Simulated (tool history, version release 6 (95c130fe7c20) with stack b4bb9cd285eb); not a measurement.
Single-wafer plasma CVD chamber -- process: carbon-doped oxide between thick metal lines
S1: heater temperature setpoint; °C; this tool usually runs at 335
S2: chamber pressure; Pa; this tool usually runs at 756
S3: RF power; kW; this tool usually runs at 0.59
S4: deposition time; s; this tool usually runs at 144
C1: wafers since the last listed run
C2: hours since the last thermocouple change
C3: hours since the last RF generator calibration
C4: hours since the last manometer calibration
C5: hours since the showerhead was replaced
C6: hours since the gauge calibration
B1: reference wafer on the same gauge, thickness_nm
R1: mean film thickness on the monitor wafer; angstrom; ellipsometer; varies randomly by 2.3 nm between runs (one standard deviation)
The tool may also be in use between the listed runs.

run   hour   S1   S2     S3   S4   C1      C2      C3      C4      C5     C6       B1       R1
  1      0  335  843   0.68  144    0  1827.7  2050.3  2635.8  6935.5  103.2  883.486  8787.76
  2   33.5  335  843   0.68  144  342  1861.2  2083.8  2669.3    6969  136.7  884.094   8810.5
  3   46.1  335  756   0.59  144  128  1873.8  2096.4  2681.9  6981.6  149.3  883.183  8094.68
  4   75.3  335  756   0.59  144  298    1903  2125.6  2711.1  7010.8  178.5  884.075  8051.61
  5   92.3  335  756   0.59  144  173    1920  2142.6  2728.1  7027.8  195.5      884  8080.45
  6  120.2  335  756   0.59  156  285  1947.9  2170.5    2756  7055.7  223.4   883.99  8719.89
  7  156.1  335  756   0.59  156  367  1983.8  2206.4  2791.9  7091.6  259.3  884.752  8696.37
  8  178.7  335  756   0.59  144  231  2006.4    2229  2814.5  7114.2  281.9  883.821  8062.43
  9  203.3  335  756   0.59  144  251    2031  2253.6  2839.1  7138.8  306.5  884.234   8000.5
     221.9  -- capacitance manometer re-zeroed and calibrated
 10  229.4  335  756   0.59  144  185  2057.1  2279.7     7.5  7164.9  332.6  883.878  7970.72
     264.2  -- showerhead replaced
 11  314.2  335  756   0.59  144  785  2141.9  2364.5    92.3      50  417.4   883.71  8033.08
 12  332.4  335  756   0.59  144  186  2160.1  2382.7   110.5    68.2  435.6  883.481  7999.13
     348.2  -- RF generator calibrated
 13  358.5  335  815   0.59  144  185  2186.2    10.3   136.6    94.3  461.7   883.77  8439.67
     367.6  -- thermocouple changed; heater temperature recalibrated
 14  383.4  335  873  0.545  144  172    15.8    35.2   161.5   119.2  486.6  884.389  8152.44
 15  404.9  335  873  0.545  144  219    37.3    56.7     183   140.7  508.1  884.158  8142.91
 16  419.9  328  756   0.59  144  153    52.3    71.7     198   155.7  523.1  883.115  8596.32
 17  467.6  344  756   0.59  144  487     100   119.4   245.7   203.4  570.8  883.607  8112.78

Predict the results of run 18:
 18  496.4  349  575  0.59  116  294  128.8  148.2  274.5  232.2  599.6   ?   ?

B1: 883.671
R1: 6292.49 angstrom
Take away the tool's hidden state, keep the run-to-run variation as it was, and the same run would have given R1 6321.26 angstrom.

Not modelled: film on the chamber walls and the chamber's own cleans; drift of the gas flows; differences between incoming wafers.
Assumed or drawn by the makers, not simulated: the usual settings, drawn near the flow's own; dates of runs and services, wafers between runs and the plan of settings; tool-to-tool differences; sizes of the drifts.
